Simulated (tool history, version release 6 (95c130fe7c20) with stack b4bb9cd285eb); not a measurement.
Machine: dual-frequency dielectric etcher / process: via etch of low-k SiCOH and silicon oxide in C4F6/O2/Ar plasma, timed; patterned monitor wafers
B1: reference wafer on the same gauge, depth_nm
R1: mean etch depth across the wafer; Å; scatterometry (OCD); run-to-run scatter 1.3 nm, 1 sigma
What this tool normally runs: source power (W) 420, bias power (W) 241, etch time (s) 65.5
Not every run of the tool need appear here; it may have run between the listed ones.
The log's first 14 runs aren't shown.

-- hour=187.1 gauge calibrated
run 15 hour=190.7 | source_power_(W)=420 bias_power_(W)=241 etch_time_(s)=58.5 | B1=198.1 | R1=1889
run 16 hour=197.9 | source_power_(W)=420 bias_power_(W)=271 etch_time_(s)=65.5 | B1=198.4 | R1=2209
run 17 hour=210.0 | source_power_(W)=490 bias_power_(W)=210 etch_time_(s)=81.5 | B1=198.2 | R1=2664
run 18 hour=217.3 | source_power_(W)=450 bias_power_(W)=221 etch_time_(s)=79.5 | B1=198.2 | R1=2598
run 19 hour=230.8 | source_power_(W)=420 bias_power_(W)=241 etch_time_(s)=65.5 | B1=198.4 | R1=2135
run 20 hour=248.7 | source_power_(W)=420 bias_power_(W)=241 etch_time_(s)=78.5 | B1=198.0 | R1=2583
-- hour=272.9 wet clean of the chamber, repeated, since the last time left the tool worse
run 21 hour=273.4 | source_power_(W)=420 bias_power_(W)=264 etch_time_(s)=65.5 | B1=197.9 | R1=2058
run 22 hour=273.8 | source_power_(W)=320 bias_power_(W)=214 etch_time_(s)=50.5 | B1=198.2 | R1=1346
run 23 hour=276.2 | source_power_(W)=350 bias_power_(W)=219 etch_time_(s)=65.5 | B1=198.1 | R1=1803
run 24 hour=290.5 | source_power_(W)=420 bias_power_(W)=241 etch_time_(s)=65.5 | B1=198.0 | R1=2023
run 25 hour=298.0 | source_power_(W)=420 bias_power_(W)=241 etch_time_(s)=65.5 | B1=198.0 | R1=2014
run 26 hour=306.4 | source_power_(W)=480 bias_power_(W)=241 etch_time_(s)=73.5 | B1=198.0 | R1=2365
run 27 hour=321.8 | source_power_(W)=420 bias_power_(W)=295 etch_time_(s)=65.5 | B1=198.1 | R1=2138
run 28 hour=339.2 | source_power_(W)=350 bias_power_(W)=264 etch_time_(s)=51.5 | B1=197.9 | R1=1516
run 29 hour=345.3 | source_power_(W)=480 bias_power_(W)=267 etch_time_(s)=83.5 | B1=198.0 | R1=2763
run 30 hour=357.4 | source_power_(W)=480 bias_power_(W)=196 etch_time_(s)=83.0 | B1=198.3 | R1=2508
run 31 hour=367.6 | source_power_(W)=480 bias_power_(W)=241 etch_time_(s)=65.5 | B1=197.6 | R1=2105

What if the next run were any one of these 3? Each begins from the tool's condition after run 31:
run A hour=368.0 | source_power_(W)=420 bias_power_(W)=241 etch_time_(s)=65.5 | B1=? | R1=?
run B hour=368.0 | source_power_(W)=390 bias_power_(W)=221 etch_time_(s)=82.5 | B1=? | R1=?
run C hour=368.0 | source_power_(W)=370 bias_power_(W)=241 etch_time_(s)=65.5 | B1=? | R1=?

run=A B1=197.8 R1=2014
run=B B1=197.8 R1=2403
run=C B1=197.8 R1=1928
Take away the tool's hidden state, keep each run's random variation, and the runs would have read:
run=A R1=2016
run=B R1=2405
run=C R1=1930

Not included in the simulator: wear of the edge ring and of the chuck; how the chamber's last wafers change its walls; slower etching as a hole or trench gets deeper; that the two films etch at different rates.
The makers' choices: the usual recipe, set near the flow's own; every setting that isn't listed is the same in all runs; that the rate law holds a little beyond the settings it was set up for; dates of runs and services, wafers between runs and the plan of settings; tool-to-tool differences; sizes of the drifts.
